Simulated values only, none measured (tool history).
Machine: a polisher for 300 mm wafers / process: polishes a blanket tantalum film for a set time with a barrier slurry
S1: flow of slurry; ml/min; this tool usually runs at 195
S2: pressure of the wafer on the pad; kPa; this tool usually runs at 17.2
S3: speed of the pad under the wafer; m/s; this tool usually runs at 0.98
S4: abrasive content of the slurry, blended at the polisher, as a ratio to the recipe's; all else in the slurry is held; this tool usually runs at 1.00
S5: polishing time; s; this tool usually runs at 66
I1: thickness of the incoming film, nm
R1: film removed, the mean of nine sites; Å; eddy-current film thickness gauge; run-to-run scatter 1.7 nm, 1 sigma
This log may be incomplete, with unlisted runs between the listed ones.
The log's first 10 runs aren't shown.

run	hour	S1	S2	S3	S4	S5	I1	R1
11	607.2	195	14.5	0.98	1.00	66	410.1	1191
12	690.2	265	11.0	0.84	0.80	66	405.7	733
13	765.0	265	17.2	1.14	1.00	48	407.0	1122
# hour 805.2: slurry blender recalibrated
14	805.7	195	13.8	0.98	1.00	84	418.9	1419
15	865.5	195	17.2	1.30	0.85	53	409.6	1383
16	944.0	150	17.2	0.98	1.00	66	402.9	1365
# hour 955.2: slurry nozzle cleaned
# hour 992.7: head pressure recalibrated
# hour 1041.5: worn pad replaced by a new one
17	1042.6	195	20.7	0.98	1.00	52	410.3	1280
18	1079.6	195	17.2	0.98	1.00	66	413.7	1374
19	1161.2	195	17.2	0.98	1.00	66	416.0	1337
20	1220.9	195	17.2	1.14	1.00	77	403.6	1724
21	1313.6	195	17.2	1.10	1.00	66	402.5	1345
# hour 1394.0: slurry blender recalibrated
22	1398.2	195	17.2	0.66	1.00	66	414.7	1027
# hour 1415.1: slurry nozzle cleaned
23	1493.2	195	14.5	0.98	1.00	66	409.0	1169
# hour 1535.2: worn pad replaced by a new one
24	1574.2	195	17.2	1.08	1.00	66	408.6	1528
25	1633.3	195	17.2	0.98	1.00	66	415.5	1416
26	1702.1	195	17.2	0.98	1.00	66	409.9	1390
27	1802.6	195	17.2	1.14	1.00	77	417.1	1780
28	1875.4	265	17.2	0.98	1.00	66	405.5	1340
# hour 1882.5: slurry blender recalibrated
29	1965.6	195	17.2	0.74	1.00	66	410.3	1133
# hour 1979.9: slurry nozzle cleaned
30	2064.6	195	17.2	0.76	1.00	66	417.8	1135

4 ways to go on from here, each from the tool as it stands after run 30. What would each give?
A	2065.0	195	17.2	1.18	1.00	66	409.5	?
B	2065.0	125	15.2	1.24	0.75	66	409.5	?
C	2065.0	195	17.2	0.72	1.00	66	409.5	?
D	2065.0	195	17.2	0.98	1.00	85	409.5	?

run	R1
A	1668
B	1313
C	1104
D	1833
With no hidden state in the tool, these same runs would have given:
run	R1
A	1694
B	1338
C	1122
D	1862
